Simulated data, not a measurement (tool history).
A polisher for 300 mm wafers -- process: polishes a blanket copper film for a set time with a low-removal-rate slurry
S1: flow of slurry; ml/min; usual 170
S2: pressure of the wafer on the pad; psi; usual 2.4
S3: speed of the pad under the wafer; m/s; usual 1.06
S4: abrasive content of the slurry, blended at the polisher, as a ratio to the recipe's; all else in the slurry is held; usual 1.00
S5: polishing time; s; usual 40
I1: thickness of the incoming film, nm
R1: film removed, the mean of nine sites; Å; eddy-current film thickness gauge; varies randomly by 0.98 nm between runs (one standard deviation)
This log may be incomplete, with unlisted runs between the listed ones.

| run | day | S1 | S2 | S3 | S4 | S5 | I1 | R1 |
|---|---|---|---|---|---|---|---|---|
| 1 | 0.000 | 170 | 2.4 | 1.06 | 1.00 | 40 | 784.3 | 938 |
| 2 | 0.946 | 170 | 2.4 | 1.06 | 1.00 | 40 | 776.7 | 936 |
|  | 2.258 | slurry blender recalibrated |
| 3 | 2.417 | 170 | 2.6 | 1.06 | 1.00 | 40 | 776.6 | 1001 |
| 4 | 2.958 | 170 | 2.6 | 1.06 | 1.00 | 40 | 774.5 | 999 |
| 5 | 3.921 | 170 | 2.6 | 1.06 | 1.00 | 40 | 787.2 | 993 |
| 6 | 4.508 | 170 | 2.4 | 1.06 | 1.00 | 40 | 781.5 | 931 |
|  | 5.296 | worn pad replaced by a new one |
| 7 | 5.858 | 170 | 2.4 | 1.06 | 1.00 | 40 | 769.0 | 937 |
| 8 | 6.950 | 170 | 2.4 | 1.06 | 1.00 | 40 | 778.9 | 925 |
| 9 | 7.542 | 170 | 2.4 | 1.06 | 1.00 | 40 | 783.9 | 922 |
| 10 | 8.354 | 170 | 2.4 | 1.06 | 1.00 | 40 | 772.7 | 938 |
| 11 | 8.988 | 170 | 2.4 | 1.06 | 1.00 | 40 | 782.3 | 946 |
|  | 9.442 | slurry blender recalibrated |
| 12 | 9.583 | 170 | 2.4 | 1.06 | 1.00 | 40 | 791.7 | 930 |
|  | 10.992 | worn pad replaced by a new one |
| 13 | 11.029 | 170 | 2.4 | 1.06 | 1.00 | 40 | 775.3 | 949 |
| 14 | 11.533 | 170 | 2.4 | 1.06 | 1.00 | 40 | 786.9 | 957 |
| 15 | 13.008 | 170 | 2.4 | 1.06 | 1.00 | 40 | 781.7 | 950 |
| 16 | 14.371 | 195 | 2.4 | 1.06 | 0.75 | 40 | 789.0 | 898 |
| 17 | 15.517 | 170 | 2.4 | 1.06 | 1.00 | 40 | 796.7 | 946 |
| 18 | 16.408 | 170 | 2.4 | 1.06 | 1.00 | 40 | 781.3 | 957 |
|  | 16.612 | worn pad replaced by a new one |
|  | 16.896 | slurry blender recalibrated |
| 19 | 17.171 | 170 | 2.4 | 0.68 | 1.00 | 40 | 770.7 | 611 |
| 20 | 17.717 | 150 | 2.4 | 1.06 | 1.00 | 40 | 781.3 | 941 |
|  | 19.208 | head pressure recalibrated |
| 21 | 19.229 | 170 | 2.1 | 0.80 | 1.00 | 40 | 780.0 | 614 |
| 22 | 20.162 | 230 | 2.4 | 1.32 | 1.00 | 40 | 775.4 | 1198 |
| 23 | 21.258 | 190 | 2.4 | 1.16 | 0.80 | 31 | 780.9 | 734 |
|  | 21.317 | slurry nozzle cleaned |
|  | 21.896 | worn pad replaced by a new one |
| 24 | 23.375 | 170 | 2.4 | 1.06 | 1.10 | 40 | 780.5 | 936 |
| 25 | 24.175 | 170 | 2.4 | 1.06 | 1.00 | 40 | 778.7 | 905 |
|  | 24.942 | slurry blender recalibrated |
| 26 | 25.558 | 170 | 2.4 | 1.06 | 0.85 | 40 | 767.0 | 872 |
| 27 | 26.617 | 230 | 2.4 | 1.06 | 1.00 | 40 | 778.5 | 947 |
| 28 | 27.754 | 170 | 2.4 | 1.06 | 1.00 | 29 | 785.9 | 654 |
|  | 28.292 | worn pad replaced by a new one |
| 29 | 28.908 | 170 | 2.4 | 1.24 | 1.00 | 40 | 772.3 | 1070 |
| 30 | 29.417 | 170 | 2.4 | 1.06 | 1.00 | 40 | 781.9 | 896 |

Consider 4 possible next runs. They are alternatives, not a sequence: every one starts from the tool as it was left by run 30. What does each give?
| A | 29.433 | 170 | 2.4 | 1.06 | 1.00 | 40 | 783.4 | ? |
| B | 29.433 | 155 | 1.6 | 1.44 | 1.00 | 40 | 783.4 | ? |
| C | 29.433 | 210 | 2.4 | 1.06 | 1.00 | 40 | 783.4 | ? |
| D | 29.433 | 170 | 3.1 | 1.06 | 0.80 | 53 | 783.4 | ? |

| run | R1 |
|---|---|
| A | 922 |
| B | 860 |
| C | 949 |
| D | 1458 |
What these runs would have given with no unlogged condition in the tool:
| run | R1 |
|---|---|
| A | 920 |
| B | 859 |
| C | 947 |
| D | 1456 |

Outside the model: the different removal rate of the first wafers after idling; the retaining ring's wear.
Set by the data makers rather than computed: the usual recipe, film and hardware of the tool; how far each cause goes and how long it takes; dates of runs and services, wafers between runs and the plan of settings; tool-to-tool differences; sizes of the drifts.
